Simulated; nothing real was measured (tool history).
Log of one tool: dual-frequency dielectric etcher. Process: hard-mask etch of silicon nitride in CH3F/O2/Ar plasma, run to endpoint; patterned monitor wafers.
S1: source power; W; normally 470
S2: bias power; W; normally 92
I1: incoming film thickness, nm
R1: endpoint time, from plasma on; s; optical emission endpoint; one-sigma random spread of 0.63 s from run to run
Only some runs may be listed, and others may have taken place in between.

run	hour	S1	S2	I1	R1
1	0	420	107	54.5	76.7
2	26.1	420	107	54	75.4
3	111.9	420	107	54.5	76.9
4	132.6	520	100	55.1	73.7
# hour 172: wet clean of the chamber
5	172.5	520	100	54.2	69.5
6	184.6	550	92	54.3	68.2
7	212.7	470	92	54.9	75
# hour 246.7: bias power generator calibrated
# hour 247.5: upper electrode replaced
8	248	470	92	54.6	73.8
# hour 253.1: source power generator calibrated
9	257.8	470	98	54.4	71.7
10	289.6	360	82	54.2	81.2

Expected results for the next run?
11	305.6	550	83	53.8	?

R1: 71.7 s
If the tool had no hidden condition, the same run with the same run-to-run variation would have returned R1 70.9 s.
